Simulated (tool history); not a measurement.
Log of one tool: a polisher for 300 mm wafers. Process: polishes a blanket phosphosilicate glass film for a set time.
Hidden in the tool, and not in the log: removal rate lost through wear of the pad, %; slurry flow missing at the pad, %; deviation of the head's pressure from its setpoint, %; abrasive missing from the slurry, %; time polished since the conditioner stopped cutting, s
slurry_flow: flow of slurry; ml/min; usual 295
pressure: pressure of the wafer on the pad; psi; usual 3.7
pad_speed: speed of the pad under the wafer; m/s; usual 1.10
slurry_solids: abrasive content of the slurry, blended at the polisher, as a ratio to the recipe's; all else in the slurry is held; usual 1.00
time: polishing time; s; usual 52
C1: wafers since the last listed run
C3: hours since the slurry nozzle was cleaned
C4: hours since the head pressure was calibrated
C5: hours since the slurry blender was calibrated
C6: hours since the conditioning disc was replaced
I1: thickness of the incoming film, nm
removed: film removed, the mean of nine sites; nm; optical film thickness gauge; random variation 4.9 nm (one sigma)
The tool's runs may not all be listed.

Run 1, day 0.000: usual settings; C1 0; wafers polished on this pad 1202; C3 224.2; C4 440.8; C5 255.0; C6 171.2; I1 4016.8. Result: removed 534.7 nm.
At day 0.079: worn pad replaced by a new one.
Run 2, day 0.679: usual settings; C1 192; wafers polished on this pad 192; C3 240.5; C4 457.1; C5 271.3; C6 187.5; I1 3976.9. Result: removed 537.0 nm.
Run 3, day 1.367: usual settings; C1 220; wafers polished on this pad 412; C3 257.0; C4 473.6; C5 287.8; C6 204.0; I1 3989.7. Result: removed 544.7 nm.
Run 4, day 2.079: usual settings but pad_speed 1.40 m/s, slurry_solids 0.90; C1 228; wafers polished on this pad 641; C3 274.1; C4 490.7; C5 304.9; C6 221.1; I1 3976.1. Result: removed 629.6 nm.
Run 5, day 2.621: usual settings but pad_speed 1.40 m/s, slurry_solids 0.90; C1 173; wafers polished on this pad 815; C3 287.1; C4 503.7; C5 317.9; C6 234.1; I1 3956.8. Result: removed 625.0 nm.
Run 6, day 3.354: usual settings; C1 235; wafers polished on this pad 1050; C3 304.7; C4 521.3; C5 335.5; C6 251.7; I1 3992.1. Result: removed 531.2 nm.
Run 7, day 3.679: usual settings; C1 104; wafers polished on this pad 1154; C3 312.5; C4 529.1; C5 343.3; C6 259.5; I1 4044.3. Result: removed 529.3 nm.
Run 8, day 4.100: usual settings; C1 134; wafers polished on this pad 1289; C3 322.6; C4 539.2; C5 353.4; C6 269.6; I1 3934.5. Result: removed 542.3 nm.
At day 4.379: worn pad replaced by a new one.
At day 4.700: slurry nozzle cleaned.
Run 9, day 4.808: usual settings; C1 160; wafers polished on this pad 123; C3 2.6; C4 556.2; C5 370.4; C6 286.6; I1 3934.5. Result: removed 535.1 nm.
At day 5.358: conditioning disc replaced and pad reconditioned.
Run 10, day 5.504: usual settings; C1 196; wafers polished on this pad 320; C3 19.3; C4 572.9; C5 387.1; C6 3.5; I1 3925.3. Result: removed 539.4 nm.
Run 11, day 6.133: usual settings; C1 201; wafers polished on this pad 521; C3 34.4; C4 588.0; C5 402.2; C6 18.6; I1 4019.6. Result: removed 544.6 nm.
Run 12, day 6.612: usual settings; C1 153; wafers polished on this pad 675; C3 45.9; C4 599.5; C5 413.7; C6 30.1; I1 3966.8. Result: removed 537.4 nm.
Run 13, day 7.017: usual settings but slurry_flow 325 ml/min, pad_speed 1.22 m/s, slurry_solids 0.75, time 37 s; C1 129; wafers polished on this pad 805; C3 55.6; C4 609.2; C5 423.4; C6 39.8; I1 3979.6. Result: removed 380.7 nm.
Run 14, day 7.288: usual settings but pad_speed 0.90 m/s; C1 86; wafers polished on this pad 891; C3 62.1; C4 615.7; C5 429.9; C6 46.3; I1 3963.6. Result: removed 452.6 nm.
At day 7.592: slurry blender recalibrated.
Run 15, day 7.808: usual settings; C1 140; wafers polished on this pad 1032; C3 74.6; C4 628.2; C5 5.2; C6 58.8; I1 4003.3. Result: removed 541.1 nm.
At day 8.121: head pressure recalibrated.
At day 8.312: worn pad replaced by a new one.
Run 16, day 8.367: usual settings but slurry_solids 0.80; C1 98; wafers polished on this pad 17; C3 88.0; C4 5.9; C5 18.6; C6 72.2; I1 4008.0. Result: removed 552.4 nm.
Run 17, day 8.850: usual settings; C1 154; wafers polished on this pad 172; C3 99.6; C4 17.5; C5 30.2; C6 83.8; I1 3914.9. Result: removed 588.9 nm.
Run 18, day 9.267: usual settings but pad_speed 0.84 m/s, time 61 s; C1 133; wafers polished on this pad 305; C3 109.6; C4 27.5; C5 40.2; C6 93.8; I1 4006.7. Result: removed 558.5 nm.
Run 19, day 9.988: usual settings; C1 231; wafers polished on this pad 536; C3 126.9; C4 44.8; C5 57.5; C6 111.1; I1 4004.2. Result: removed 577.0 nm.
Run 20, day 10.533: usual settings but time 69 s; C1 175; wafers polished on this pad 711; C3 140.0; C4 57.9; C5 70.6; C6 124.2; I1 3991.8. Result: removed 759.2 nm.
Run 21, day 11.158: usual settings but slurry_flow 220 ml/min, slurry_solids 1.25, time 60 s; C1 200; wafers polished on this pad 912; C3 155.0; C4 72.9; C5 85.6; C6 139.2; I1 3930.5. Result: removed 701.9 nm.
Run 22, day 11.512: usual settings but slurry_flow 190 ml/min, pad_speed 1.20 m/s, slurry_solids 1.25; C1 113; wafers polished on this pad 1025; C3 163.5; C4 81.4; C5 94.1; C6 147.7; I1 3956.9. Result: removed 632.1 nm.
Run 23, day 11.879: usual settings but slurry_flow 330 ml/min, pressure 2.6 psi, pad_speed 1.26 m/s, slurry_solids 0.75; C1 117; wafers polished on this pad 1143; C3 172.3; C4 90.2; C5 102.9; C6 156.5; I1 3959.3. Result: removed 468.0 nm.
Run 24, day 12.604: usual settings but pad_speed 0.86 m/s; C1 232; wafers polished on this pad 1375; C3 189.7; C4 107.6; C5 120.3; C6 173.9; I1 3949.3. Result: removed 467.5 nm.
Run 25, day 13.017: usual settings but slurry_solids 0.75; C1 132; wafers polished on this pad 1508; C3 199.6; C4 117.5; C5 130.2; C6 183.8; I1 4016.9. Result: removed 519.0 nm.

What the log doesn't show, run by run:
removal rate lost through wear of the pad, %: 0 in every run
slurry flow missing at the pad, %: 0 in every run
abrasive missing from the slurry, %: 0 in every run
time polished since the conditioner stopped cutting, s: 0 in every run
H1: deviation of the head's pressure from its setpoint, %
run      H1
  1   -11.8
  2   -11.9
  3   -12.1
  4   -12.2
  5   -12.3
  6   -12.4
  7   -12.4
  8   -12.5
  9   -12.6
 10   -12.7
 11   -12.7
 12   -12.8
 13   -12.8
 14   -12.9
 15   -12.9
 16   0.662
 17  0.0892
 18  -0.383
 19   -1.16
 20   -1.71
 21    -2.3
 22   -2.62
 23   -2.94
 24   -3.54
 25   -3.87
